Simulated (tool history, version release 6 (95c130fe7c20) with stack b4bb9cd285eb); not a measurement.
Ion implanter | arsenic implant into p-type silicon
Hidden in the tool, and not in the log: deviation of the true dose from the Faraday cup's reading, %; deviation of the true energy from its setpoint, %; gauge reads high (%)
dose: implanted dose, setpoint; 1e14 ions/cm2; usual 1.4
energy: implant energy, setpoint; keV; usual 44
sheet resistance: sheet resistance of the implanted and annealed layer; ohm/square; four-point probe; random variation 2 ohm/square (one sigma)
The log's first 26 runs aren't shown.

| run | day | dose | energy | wafers since the last listed run | hours since the last dose calibration | hours since the extraction supply was calibrated | hours since the gauge calibration | read-back reference wafer on the same gauge, sheet resistance | sheet resistance |
|---|---|---|---|---|---|---|---|---|---|
|  | 86.05 | extraction supply calibrated |
| 27 | 95.646 | 1.19 | 55.5 | 7526 | 1346.6 | 230.3 | 370.2 | 402.87 | 474.3 |
| 28 | 99.621 | 1.25 | 37.5 | 2638 | 1442 | 325.7 | 465.6 | 403.08 | 491.38 |
| 29 | 108.2 | 1.05 | 58 | 5695 | 1647.9 | 531.6 | 671.5 | 403.13 | 509.33 |
| 30 | 110.412 | 1.06 | 55.5 | 1468 | 1701 | 584.7 | 724.6 | 402.59 | 510.58 |
| 31 | 113.058 | 1.18 | 36.5 | 1756 | 1764.5 | 648.2 | 788.1 | 403.45 | 512.96 |
| 32 | 115.492 | 1.24 | 33.5 | 1615 | 1822.9 | 706.6 | 846.5 | 403.66 | 506.14 |
| 33 | 119.433 | 1.4 | 54.5 | 2616 | 1917.5 | 801.2 | 941.1 | 402.92 | 423.77 |
| 34 | 122.429 | 1.4 | 29 | 1988 | 1989.4 | 873.1 | 1013 | 403.2 | 476.64 |
|  | 123.9 | Faraday cup replaced and dose calibrated |
| 35 | 124.125 | 1.4 | 44 | 904 | 5.4 | 913.8 | 1053.7 | 403.52 | 434.53 |
| 36 | 127.904 | 1.28 | 37.5 | 2508 | 96.1 | 1004.5 | 1144.4 | 403.34 | 476.09 |
| 37 | 130.321 | 1.56 | 57.5 | 1604 | 154.1 | 1062.5 | 1202.4 | 402.83 | 384.67 |

Forecast each of these 4 alternatives for the next run:
| A | 130.338 | 1.22 | 44 | 11 | 154.5 | 1062.9 | 1202.8 | ? | ? |
| B | 130.338 | 0.98 | 44 | 11 | 154.5 | 1062.9 | 1202.8 | ? | ? |
| C | 130.338 | 1.68 | 31.5 | 11 | 154.5 | 1062.9 | 1202.8 | ? | ? |
| D | 130.338 | 1.53 | 55.5 | 11 | 154.5 | 1062.9 | 1202.8 | ? | ? |

| run | read-back reference wafer on the same gauge, sheet resistance | sheet resistance |
|---|---|---|
| A | 403.26 | 475.09 |
| B | 403.26 | 549.58 |
| C | 403.26 | 404.3 |
| D | 403.26 | 390.39 |
Without the tool's hidden state the same runs would have given:
| run | sheet resistance |
|---|---|
| A | 477.28 |
| B | 552.06 |
| C | 406.26 |
| D | 392.2 |

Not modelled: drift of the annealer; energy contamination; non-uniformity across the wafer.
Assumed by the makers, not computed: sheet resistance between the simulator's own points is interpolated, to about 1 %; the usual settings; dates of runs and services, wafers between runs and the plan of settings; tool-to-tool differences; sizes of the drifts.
